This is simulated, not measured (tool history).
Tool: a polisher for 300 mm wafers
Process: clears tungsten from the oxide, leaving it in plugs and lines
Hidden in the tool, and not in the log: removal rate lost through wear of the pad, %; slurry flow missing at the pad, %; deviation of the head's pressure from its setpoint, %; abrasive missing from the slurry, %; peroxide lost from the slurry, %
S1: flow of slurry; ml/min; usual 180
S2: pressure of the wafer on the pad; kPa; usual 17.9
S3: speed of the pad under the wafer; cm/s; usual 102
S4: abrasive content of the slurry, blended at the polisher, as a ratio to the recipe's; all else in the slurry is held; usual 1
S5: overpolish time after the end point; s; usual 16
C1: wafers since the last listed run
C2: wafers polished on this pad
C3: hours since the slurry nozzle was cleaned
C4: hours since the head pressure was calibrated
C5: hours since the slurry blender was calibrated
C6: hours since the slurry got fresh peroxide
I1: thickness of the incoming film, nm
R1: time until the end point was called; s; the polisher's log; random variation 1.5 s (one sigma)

run 1 day=0 | S1=180 S2=17.9 S3=102 S4=1 S5=16 | C1=0 C2=1014 C3=396.3 C4=940.3 C5=122.6 C6=10.8 | I1=349.7 | R1=102.6
-- day=0.842 slurry nozzle cleaned
run 2 day=1.067 | S1=180 S2=17.9 S3=102 S4=1 S5=16 | C1=209 C2=1224 C3=5.4 C4=965.9 C5=148.2 C6=36.4 | I1=347.4 | R1=101.5
-- day=2.342 worn pad replaced by a new one
run 3 day=3.308 | S1=180 S2=17.9 S3=102 S4=1 S5=16 | C1=425 C2=198 C3=59.2 C4=1019.7 C5=202 C6=90.2 | I1=351.3 | R1=96.8
run 4 day=5.125 | S1=180 S2=17.9 S3=102 S4=1 S5=16 | C1=372 C2=570 C3=102.8 C4=1063.3 C5=245.6 C6=133.8 | I1=348.7 | R1=101.3
-- day=7.742 slurry blender recalibrated
run 5 day=7.8 | S1=180 S2=17.9 S3=102 S4=1 S5=16 | C1=530 C2=1101 C3=167 C4=1127.5 C5=1.4 C6=198 | I1=344.5 | R1=103
-- day=7.862 slurry tank refilled with fresh slurry and peroxide
run 6 day=10.646 | S1=180 S2=17.9 S3=130 S4=1 S5=16 | C1=574 C2=1675 C3=235.3 C4=1195.8 C5=69.7 C6=66.8 | I1=342.9 | R1=84.4
-- day=10.858 worn pad replaced by a new one
-- day=15.904 slurry tank refilled with fresh slurry and peroxide
-- day=17.046 head pressure recalibrated
run 7 day=17.608 | S1=180 S2=17.9 S3=130 S4=1 S5=16 | C1=1366 C2=1357 C3=402.4 C4=13.5 C5=236.8 C6=40.9 | I1=347.8 | R1=84
-- day=18.012 worn pad replaced by a new one
run 8 day=19.15 | S1=180 S2=17.9 S3=130 S4=1 S5=16 | C1=281 C2=233 C3=439.4 C4=50.5 C5=273.8 C6=77.9 | I1=347.7 | R1=77.4
-- day=20.175 slurry blender recalibrated
run 9 day=21.729 | S1=180 S2=17.9 S3=102 S4=1 S5=16 | C1=511 C2=744 C3=501.3 C4=112.4 C5=37.3 C6=139.8 | I1=347.9 | R1=100.2
-- day=21.996 slurry nozzle cleaned
run 10 day=22.958 | S1=180 S2=17.9 S3=130 S4=1 S5=16 | C1=243 C2=987 C3=23.1 C4=141.9 C5=66.8 C6=169.3 | I1=341 | R1=80
-- day=24.354 slurry tank refilled with fresh slurry and peroxide
run 11 day=25 | S1=135 S2=17.9 S3=102 S4=1 S5=16 | C1=409 C2=1397 C3=72.1 C4=190.9 C5=115.8 C6=15.5 | I1=342.8 | R1=107.8
-- day=25.342 worn pad replaced by a new one
run 12 day=26.783 | S1=180 S2=17.9 S3=102 S4=1.1 S5=12 | C1=331 C2=295 C3=114.9 C4=233.7 C5=158.6 C6=58.3 | I1=347.3 | R1=93
run 13 day=27.817 | S1=180 S2=17.9 S3=102 S4=1 S5=16 | C1=211 C2=507 C3=139.7 C4=258.5 C5=183.4 C6=83.1 | I1=345.5 | R1=98.5
run 14 day=29.958 | S1=180 S2=21.4 S3=80 S4=0.85 S5=16 | C1=438 C2=946 C3=191.1 C4=309.9 C5=234.8 C6=134.5 | I1=343.6 | R1=115.1
run 15 day=31.296 | S1=180 S2=17.9 S3=84 S4=1 S5=20 | C1=274 C2=1220 C3=223.2 C4=342 C5=266.9 C6=166.6 | I1=348.2 | R1=122.2
-- day=31.346 slurry tank refilled with fresh slurry and peroxide
-- day=32.75 slurry blender recalibrated
-- day=33.442 worn pad replaced by a new one
run 16 day=33.7 | S1=205 S2=17.9 S3=102 S4=1 S5=22 | C1=432 C2=52 C3=280.9 C4=399.7 C5=22.8 C6=56.5 | I1=345.7 | R1=95.5
run 17 day=35.938 | S1=180 S2=12.4 S3=136 S4=1 S5=16 | C1=458 C2=510 C3=334.6 C4=453.4 C5=76.5 C6=110.2 | I1=343.4 | R1=95.9
-- day=38.45 slurry nozzle cleaned
run 18 day=38.675 | S1=180 S2=16.5 S3=102 S4=1.15 S5=16 | C1=552 C2=1063 C3=5.4 C4=519.1 C5=142.2 C6=175.9 | I1=339.1 | R1=101.7
-- day=39.558 slurry tank refilled with fresh slurry and peroxide
run 19 day=40.329 | S1=205 S2=20.7 S3=128 S4=1.25 S5=16 | C1=330 C2=1393 C3=45.1 C4=558.8 C5=181.9 C6=18.5 | I1=343.8 | R1=70

Forecast each of these 3 alternatives for the next run:
run A day=40.35 | S1=180 S2=17.9 S3=102 S4=1 S5=16 | C1=4 C2=1397 C3=45.6 C4=559.3 C5=182.4 C6=19 | I1=347.1 | R1=?
run B day=40.35 | S1=180 S2=11.7 S3=86 S4=1.1 S5=16 | C1=4 C2=1397 C3=45.6 C4=559.3 C5=182.4 C6=19 | I1=347.1 | R1=?
run C day=40.35 | S1=180 S2=17.9 S3=68 S4=1.2 S5=25 | C1=4 C2=1397 C3=45.6 C4=559.3 C5=182.4 C6=19 | I1=347.1 | R1=?

run=A R1=101.2
run=B R1=150.2
run=C R1=135.7
Without the tool's hidden state the same runs would have given:
run=A R1=92.7
run=B R1=137.6
run=C R1=124.4
